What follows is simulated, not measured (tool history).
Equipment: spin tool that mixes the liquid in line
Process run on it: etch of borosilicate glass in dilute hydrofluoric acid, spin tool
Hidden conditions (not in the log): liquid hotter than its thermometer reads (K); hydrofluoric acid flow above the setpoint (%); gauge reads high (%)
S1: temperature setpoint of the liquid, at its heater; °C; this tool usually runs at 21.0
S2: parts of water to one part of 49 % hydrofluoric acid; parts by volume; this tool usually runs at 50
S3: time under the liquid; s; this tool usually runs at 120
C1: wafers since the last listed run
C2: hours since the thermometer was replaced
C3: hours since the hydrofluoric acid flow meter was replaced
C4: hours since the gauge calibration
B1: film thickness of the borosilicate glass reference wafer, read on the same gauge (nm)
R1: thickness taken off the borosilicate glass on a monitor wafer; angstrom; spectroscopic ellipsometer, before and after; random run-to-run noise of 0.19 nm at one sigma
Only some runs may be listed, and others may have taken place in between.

{"run": 1, "hour": 0.0, "S1": 21.0, "S2": 45, "S3": 165, "C1": 0, "C2": 1178.4, "C3": 1899.6, "C4": 112.9, "B1": 50.03, "R1": 671.0}
{"run": 2, "hour": 9.1, "S1": 21.0, "S2": 45, "S3": 165, "C1": 111, "C2": 1187.5, "C3": 1908.7, "C4": 122.0, "B1": 50.01, "R1": 675.0}
{"run": 3, "hour": 19.4, "S1": 21.0, "S2": 50, "S3": 80, "C1": 126, "C2": 1197.8, "C3": 1919.0, "C4": 132.3, "B1": 50.05, "R1": 292.7}
{"run": 4, "hour": 26.4, "S1": 24.5, "S2": 40, "S3": 120, "C1": 85, "C2": 1204.8, "C3": 1926.0, "C4": 139.3, "B1": 50.01, "R1": 642.7}
{"run": 5, "hour": 36.6, "S1": 21.0, "S2": 50, "S3": 120, "C1": 125, "C2": 1215.0, "C3": 1936.2, "C4": 149.5, "B1": 49.98, "R1": 442.1}
{"run": 6, "hour": 46.3, "S1": 21.0, "S2": 50, "S3": 120, "C1": 118, "C2": 1224.7, "C3": 1945.9, "C4": 159.2, "B1": 50.02, "R1": 439.7}
{"run": 7, "hour": 55.5, "S1": 21.0, "S2": 50, "S3": 120, "C1": 112, "C2": 1233.9, "C3": 1955.1, "C4": 168.4, "B1": 49.99, "R1": 441.1}
{"run": 8, "hour": 84.7, "S1": 21.0, "S2": 50, "S3": 120, "C1": 357, "C2": 1263.1, "C3": 1984.3, "C4": 197.6, "B1": 50.01, "R1": 442.5}
{"run": 9, "hour": 101.3, "S1": 21.0, "S2": 50, "S3": 120, "C1": 203, "C2": 1279.7, "C3": 2000.9, "C4": 214.2, "B1": 50.04, "R1": 444.0}
{"run": 10, "hour": 112.0, "S1": 21.0, "S2": 50, "S3": 120, "C1": 131, "C2": 1290.4, "C3": 2011.6, "C4": 224.9, "B1": 49.98, "R1": 442.3}
{"run": 11, "hour": 119.6, "S1": 21.0, "S2": 50, "S3": 70, "C1": 93, "C2": 1298.0, "C3": 2019.2, "C4": 232.5, "B1": 49.99, "R1": 258.9}
{"run": 12, "hour": 127.1, "S1": 21.0, "S2": 50, "S3": 120, "C1": 91, "C2": 1305.5, "C3": 2026.7, "C4": 240.0, "B1": 50.07, "R1": 438.8}
{"run": 13, "hour": 136.8, "S1": 21.0, "S2": 50, "S3": 120, "C1": 118, "C2": 1315.2, "C3": 2036.4, "C4": 249.7, "B1": 49.96, "R1": 443.8}
{"run": 14, "hour": 151.8, "S1": 24.5, "S2": 25, "S3": 120, "C1": 183, "C2": 1330.2, "C3": 2051.4, "C4": 264.7, "B1": 49.99, "R1": 1064.7}
{"run": 15, "hour": 160.9, "S1": 21.0, "S2": 75, "S3": 75, "C1": 111, "C2": 1339.3, "C3": 2060.5, "C4": 273.8, "B1": 49.99, "R1": 179.2}
{"run": 16, "hour": 174.3, "S1": 24.0, "S2": 30, "S3": 120, "C1": 164, "C2": 1352.7, "C3": 2073.9, "C4": 287.2, "B1": 49.97, "R1": 865.9}
{"run": 17, "hour": 184.4, "S1": 18.5, "S2": 70, "S3": 120, "C1": 123, "C2": 1362.8, "C3": 2084.0, "C4": 297.3, "B1": 50.0, "R1": 278.8}
{"hour": 188.1, "done": "gauge calibrated"}
{"run": 18, "hour": 200.6, "S1": 18.5, "S2": 70, "S3": 85, "C1": 198, "C2": 1379.0, "C3": 2100.2, "C4": 12.5, "B1": 50.01, "R1": 198.0}
{"run": 19, "hour": 212.6, "S1": 24.5, "S2": 65, "S3": 85, "C1": 147, "C2": 1391.0, "C3": 2112.2, "C4": 24.5, "B1": 49.93, "R1": 275.6}
{"hour": 221.9, "done": "thermometer replaced"}
{"hour": 222.5, "done": "hydrofluoric acid flow meter replaced"}
{"run": 20, "hour": 223.0, "S1": 21.0, "S2": 40, "S3": 120, "C1": 108, "C2": 1.1, "C3": 0.5, "C4": 34.9, "B1": 50.01, "R1": 499.3}
{"run": 21, "hour": 233.7, "S1": 25.5, "S2": 50, "S3": 80, "C1": 131, "C2": 11.8, "C3": 11.2, "C4": 45.6, "B1": 49.96, "R1": 319.4}
{"run": 22, "hour": 249.5, "S1": 21.0, "S2": 50, "S3": 120, "C1": 193, "C2": 27.6, "C3": 27.0, "C4": 61.4, "B1": 49.98, "R1": 398.1}
{"run": 23, "hour": 256.0, "S1": 21.0, "S2": 50, "S3": 55, "C1": 79, "C2": 34.1, "C3": 33.5, "C4": 67.9, "B1": 49.99, "R1": 183.6}
{"run": 24, "hour": 268.3, "S1": 17.0, "S2": 60, "S3": 120, "C1": 150, "C2": 46.4, "C3": 45.8, "C4": 80.2, "B1": 50.01, "R1": 277.7}
{"run": 25, "hour": 277.4, "S1": 17.0, "S2": 70, "S3": 65, "C1": 111, "C2": 55.5, "C3": 54.9, "C4": 89.3, "B1": 50.01, "R1": 128.7}
{"run": 26, "hour": 290.5, "S1": 21.0, "S2": 50, "S3": 120, "C1": 160, "C2": 68.6, "C3": 68.0, "C4": 102.4, "B1": 49.98, "R1": 402.0}
{"run": 27, "hour": 305.3, "S1": 21.0, "S2": 40, "S3": 165, "C1": 181, "C2": 83.4, "C3": 82.8, "C4": 117.2, "B1": 49.97, "R1": 702.4}

Branching from run 27: 4 alternative next runs. What would each branch give?
{"run": "A", "hour": 305.8, "S1": 21.0, "S2": 50, "S3": 120, "C1": 6, "C2": 83.9, "C3": 83.3, "C4": 117.7, "B1": "?", "R1": "?"}
{"run": "B", "hour": 305.8, "S1": 21.0, "S2": 70, "S3": 120, "C1": 6, "C2": 83.9, "C3": 83.3, "C4": 117.7, "B1": "?", "R1": "?"}
{"run": "C", "hour": 305.8, "S1": 17.0, "S2": 50, "S3": 90, "C1": 6, "C2": 83.9, "C3": 83.3, "C4": 117.7, "B1": "?", "R1": "?"}
{"run": "D", "hour": 305.8, "S1": 19.0, "S2": 65, "S3": 120, "C1": 6, "C2": 83.9, "C3": 83.3, "C4": 117.7, "B1": "?", "R1": "?"}

run=A B1=50.04 R1=403.8
run=B B1=50.04 R1=281.5
run=C B1=50.04 R1=255.3
run=D B1=50.04 R1=280.4
With no hidden state in the tool, these same runs would have given:
run=A R1=397.3
run=B R1=276.9
run=C R1=251.0
run=D R1=275.8
